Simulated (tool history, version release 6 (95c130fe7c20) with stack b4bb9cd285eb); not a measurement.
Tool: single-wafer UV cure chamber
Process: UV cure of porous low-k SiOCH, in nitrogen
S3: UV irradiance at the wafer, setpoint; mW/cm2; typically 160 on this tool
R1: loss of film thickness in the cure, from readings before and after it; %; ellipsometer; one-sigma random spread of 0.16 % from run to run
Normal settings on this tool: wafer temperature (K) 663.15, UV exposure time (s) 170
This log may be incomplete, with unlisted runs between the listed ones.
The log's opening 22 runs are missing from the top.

{"run": 23, "day": 51.154, "wafer temperature (K)": 663.15, "UV exposure time (s)": 170, "S3": 160, "R1": 11.715}
{"run": 24, "day": 52.683, "wafer temperature (K)": 663.15, "UV exposure time (s)": 105, "S3": 141, "R1": 9.285}
{"run": 25, "day": 55.579, "wafer temperature (K)": 663.15, "UV exposure time (s)": 170, "S3": 120, "R1": 10.162}
{"run": 26, "day": 58.008, "wafer temperature (K)": 672.15, "UV exposure time (s)": 255, "S3": 160, "R1": 13.389}
{"run": 27, "day": 59.862, "wafer temperature (K)": 663.15, "UV exposure time (s)": 140, "S3": 160, "R1": 10.358}
{"run": 28, "day": 62.229, "wafer temperature (K)": 663.15, "UV exposure time (s)": 240, "S3": 160, "R1": 12.87}
{"run": 29, "day": 64.738, "wafer temperature (K)": 663.15, "UV exposure time (s)": 105, "S3": 160, "R1": 8.994}
{"run": 30, "day": 66.483, "wafer temperature (K)": 648.15, "UV exposure time (s)": 110, "S3": 160, "R1": 8.964}
{"run": 31, "day": 69.471, "wafer temperature (K)": 663.15, "UV exposure time (s)": 270, "S3": 138, "R1": 11.736}
{"run": 32, "day": 72.45, "wafer temperature (K)": 669.15, "UV exposure time (s)": 135, "S3": 138, "R1": 8.811}
{"day": 73.046, "done": "quartz window cleaned"}
{"run": 33, "day": 73.604, "wafer temperature (K)": 663.15, "UV exposure time (s)": 170, "S3": 179, "R1": 11.712}
{"run": 34, "day": 74.95, "wafer temperature (K)": 673.15, "UV exposure time (s)": 245, "S3": 135, "R1": 12.82}
{"run": 35, "day": 81.625, "wafer temperature (K)": 651.15, "UV exposure time (s)": 225, "S3": 192, "R1": 13.238}
{"run": 36, "day": 84.562, "wafer temperature (K)": 663.15, "UV exposure time (s)": 170, "S3": 160, "R1": 11.316}
{"run": 37, "day": 85.767, "wafer temperature (K)": 648.15, "UV exposure time (s)": 250, "S3": 144, "R1": 12.327}
{"day": 87.996, "done": "UV bulbs replaced"}
{"run": 38, "day": 88.392, "wafer temperature (K)": 663.15, "UV exposure time (s)": 170, "S3": 160, "R1": 11.554}
{"run": 39, "day": 90.938, "wafer temperature (K)": 678.15, "UV exposure time (s)": 135, "S3": 146, "R1": 10.199}
{"run": 40, "day": 93.446, "wafer temperature (K)": 676.15, "UV exposure time (s)": 170, "S3": 160, "R1": 11.101}
{"run": 41, "day": 94.992, "wafer temperature (K)": 663.15, "UV exposure time (s)": 85, "S3": 160, "R1": 8.078}
{"run": 42, "day": 96.538, "wafer temperature (K)": 663.15, "UV exposure time (s)": 170, "S3": 160, "R1": 10.943}
{"day": 98.529, "done": "quartz window cleaned"}
{"run": 43, "day": 98.867, "wafer temperature (K)": 674.15, "UV exposure time (s)": 170, "S3": 160, "R1": 12.213}
{"run": 44, "day": 101.417, "wafer temperature (K)": 674.15, "UV exposure time (s)": 125, "S3": 148, "R1": 10.359}
{"run": 45, "day": 103.125, "wafer temperature (K)": 673.15, "UV exposure time (s)": 245, "S3": 160, "R1": 14.033}
{"run": 46, "day": 104.971, "wafer temperature (K)": 663.15, "UV exposure time (s)": 120, "S3": 192, "R1": 11.118}
{"run": 47, "day": 113.046, "wafer temperature (K)": 678.15, "UV exposure time (s)": 170, "S3": 160, "R1": 12.068}

Branching from run 47: 5 alternative next runs. What would each branch give?
{"run": "A", "day": 113.062, "wafer temperature (K)": 655.15, "UV exposure time (s)": 170, "S3": 160, "R1": "?"}
{"run": "B", "day": 113.062, "wafer temperature (K)": 680.15, "UV exposure time (s)": 170, "S3": 145, "R1": "?"}
{"run": "C", "day": 113.062, "wafer temperature (K)": 679.15, "UV exposure time (s)": 80, "S3": 196, "R1": "?"}
{"run": "D", "day": 113.062, "wafer temperature (K)": 680.15, "UV exposure time (s)": 120, "S3": 131, "R1": "?"}
{"run": "E", "day": 113.062, "wafer temperature (K)": 674.15, "UV exposure time (s)": 130, "S3": 160, "R1": "?"}

run=A R1=11.272
run=B R1=11.269
run=C R1=9.315
run=D R1=9.342
run=E R1=10.430
With no hidden state in the tool, these same runs would have given:
run=A R1=11.736
run=B R1=11.733
run=C R1=9.754
run=D R1=9.780
run=E R1=10.883
